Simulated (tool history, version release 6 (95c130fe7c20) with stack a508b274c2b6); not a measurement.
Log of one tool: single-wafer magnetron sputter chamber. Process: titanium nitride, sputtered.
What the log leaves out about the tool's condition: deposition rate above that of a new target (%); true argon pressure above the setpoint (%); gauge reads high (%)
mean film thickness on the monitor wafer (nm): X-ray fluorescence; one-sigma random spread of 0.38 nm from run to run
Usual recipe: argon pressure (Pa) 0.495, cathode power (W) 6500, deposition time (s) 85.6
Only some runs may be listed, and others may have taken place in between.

run	hour	argon pressure (Pa)	cathode power (W)	deposition time (s)	wafers since the last listed run	wafers on the sputter target	hours since the last manometer calibration	hours since the magnet pack was replaced	hours since the gauge calibration	read-back reference wafer on the same gauge, thickness_nm	mean film thickness on the monitor wafer (nm)
1	0	0.495	6500	94	0	4938	1767.4	8960.6	35.9	79.274	95.301
2	12.8	0.495	6500	94	96	5035	1780.2	8973.4	48.7	79.149	95.342
3	19.2	0.495	6500	94	48	5083	1786.6	8979.8	55.1	79.116	95.173
4	30.3	0.495	6500	78.1	84	5167	1797.7	8990.9	66.2	79.188	78.777
5	44.4	0.495	6500	78.1	106	5274	1811.8	9005	80.3	79.029	79.7
6	58.1	0.495	6500	78.1	103	5377	1825.5	9018.7	94	79.138	78.981
7	64.8	0.495	6100	96.6	50	5428	1832.2	9025.4	100.7	79.101	92.625
8	73.2	0.495	6100	96.6	63	5492	1840.6	9033.8	109.1	79.124	93.018
9	85.3	0.495	6500	85.6	91	5583	1852.7	9045.9	121.2	79.192	86.465
# hour 93.7: sputter target and shields replaced
# hour 94: magnet pack replaced
10	123.7	0.495	6500	85.6	228	224	1891.1	29.7	159.6	79.175	96.378
# hour 144.1: capacitance manometer re-zeroed and calibrated
11	144.6	0.495	6500	85.6	97	322	0.5	50.6	180.5	79.184	95.099
12	151.8	0.587	7150	100.6	54	376	7.7	57.8	187.7	79.066	114.945
13	160	0.652	5500	70.8	62	438	15.9	66	195.9	79.033	62.222
14	166.8	0.356	6500	75.7	51	490	22.7	72.8	202.7	79.201	90.462

What will run 15 give?
# hour 169.5: gauge calibrated
15	181.5	0.34	5150	92.8	111	601	37.4	87.5	12	?	?

read-back reference wafer on the same gauge, thickness_nm: 79.134
mean film thickness on the monitor wafer (nm): 91.066
With no hidden state in the tool, this same run would have given mean film thickness on the monitor wafer (nm) 94.157.

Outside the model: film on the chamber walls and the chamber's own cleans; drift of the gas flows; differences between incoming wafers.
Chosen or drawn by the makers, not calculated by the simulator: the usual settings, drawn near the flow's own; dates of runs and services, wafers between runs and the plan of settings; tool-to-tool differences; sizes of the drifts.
